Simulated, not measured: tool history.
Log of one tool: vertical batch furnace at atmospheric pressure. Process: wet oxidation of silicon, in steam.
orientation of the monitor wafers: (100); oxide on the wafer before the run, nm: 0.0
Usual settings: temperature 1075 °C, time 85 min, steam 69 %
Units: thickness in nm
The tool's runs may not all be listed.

run	hour	temperature	time	steam	read-back reference wafer on the same gauge, thickness	thickness
1	0	1075	85	69	655.7	621.89
# hour 46.9: gauge calibrated
2	60.8	1075	85	69	656.06	625.89
3	89.4	1075	85	69	656.01	626.78
4	128.3	1075	85	69	656.05	621.7
5	183.4	1075	85	69	656.6	625.05
6	261.2	1075	85	69	656.19	625.06
7	292.9	1075	85	69	656.4	625.99
8	343	1075	75	63	656.81	547.43
9	373.5	1075	75	63	655.83	548.5
10	417.4	1075	75	63	656.21	547.18
# hour 483.9: thermocouples replaced and temperature profile calibrated
11	553.3	1075	85	69	656.58	618.72
12	620.9	1075	85	69	656.9	621.99
13	679.2	1062	64	62	655.7	462.74
14	724.4	1075	85	69	656.21	620.27
15	784.2	1075	85	69	656.63	622.03
# hour 868.3: steam generator serviced
16	868.8	1075	71.5	75	656.21	613.23
17	928.4	1095	106.5	74	655.67	833.33
# hour 948.8: gauge calibrated
18	952.8	1075	65.5	65	655.86	538.32
19	1000.7	1065	116.5	75	656.26	783.65
20	1146.2	1085	68	74	655.75	616.48
21	1177	1090	85	69	656.45	682.75
22	1203	1075	85	69	655.88	636.18
23	1262.8	1092	85	63	655.85	653.71
24	1322.7	1095	107	69	655.81	787.82

What the log doesn't show, run by run:
true tube temperature minus thermocouple reading, K: 0 in every run
gauge reads high (%): 0 in every run
H1: steam share off its setpoint, % of the setpoint
run	H1
1	-8.13
2	-8.18
3	-8.2
4	-8.23
5	-8.28
6	-8.33
7	-8.35
8	-8.39
9	-8.41
10	-8.43
11	-8.51
12	-8.55
13	-8.58
14	-8.6
15	-8.63
16	-1.71
17	-2.12
18	-2.28
19	-2.59
20	-3.45
21	-3.62
22	-3.76
23	-4.07
24	-4.37

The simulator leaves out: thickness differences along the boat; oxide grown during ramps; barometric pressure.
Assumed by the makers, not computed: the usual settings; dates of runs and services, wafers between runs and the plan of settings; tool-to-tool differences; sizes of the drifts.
